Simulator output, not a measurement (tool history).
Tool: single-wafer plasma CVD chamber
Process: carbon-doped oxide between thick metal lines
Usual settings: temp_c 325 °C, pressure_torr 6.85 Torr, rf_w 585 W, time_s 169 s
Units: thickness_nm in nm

| run | hour | temp_c | pressure_torr | rf_w | time_s | read-back reference wafer on the same gauge, thickness_nm | thickness_nm |
|---|---|---|---|---|---|---|---|
| 1 | 0 | 325 | 6.85 | 585 | 181 | 1295.815 | 1163.002 |
| 2 | 28.6 | 325 | 6.85 | 585 | 169 | 1296.71 | 1094.819 |
| 3 | 65.6 | 325 | 6.85 | 585 | 169 | 1299.406 | 1087.116 |
| 4 | 99.7 | 325 | 6.85 | 585 | 169 | 1299.713 | 1092.115 |
| 5 | 126.8 | 325 | 6.85 | 585 | 169 | 1302.076 | 1093.512 |
| 6 | 188.5 | 325 | 6.85 | 585 | 169 | 1304.698 | 1097.435 |
| 7 | 256.2 | 325 | 6.85 | 620 | 169 | 1308.677 | 1137.952 |
| 8 | 287.4 | 325 | 6.85 | 610 | 169 | 1310.64 | 1132.588 |
| 9 | 313.6 | 325 | 6.85 | 610 | 169 | 1310.267 | 1130.902 |
| 10 | 358.2 | 325 | 6.85 | 610 | 169 | 1313.449 | 1125.896 |
| 11 | 473.9 | 325 | 6.85 | 585 | 169 | 1322.697 | 1109.841 |
|  | 496.5 | RF generator calibrated |
| 12 | 511.5 | 325 | 6.85 | 585 | 169 | 1323.537 | 1119.176 |
| 13 | 540.8 | 325 | 8.45 | 585 | 169 | 1326.081 | 1140.986 |
| 14 | 568.3 | 325 | 6.85 | 585 | 169 | 1326.819 | 1116.549 |
| 15 | 622.5 | 318 | 6.85 | 700 | 169 | 1333.591 | 1265.255 |
| 16 | 687.7 | 325 | 8.45 | 675 | 136 | 1336.971 | 998.93 |
|  | 755.8 | capacitance manometer re-zeroed and calibrated |
| 17 | 756.3 | 334 | 5.31 | 665 | 198 | 1343.836 | 1364.489 |
| 18 | 776.8 | 325 | 6.85 | 585 | 169 | 1346.614 | 1131.302 |

Forecast run 19:
| 19 | 804.6 | 325 | 8.49 | 585 | 169 | ? | ? |

Run 19 gave read-back reference wafer on the same gauge, thickness_nm 1346.418, thickness_nm 1140.35 nm.
Without the tool's hidden state the same run would have given thickness_nm 1083.153 nm.

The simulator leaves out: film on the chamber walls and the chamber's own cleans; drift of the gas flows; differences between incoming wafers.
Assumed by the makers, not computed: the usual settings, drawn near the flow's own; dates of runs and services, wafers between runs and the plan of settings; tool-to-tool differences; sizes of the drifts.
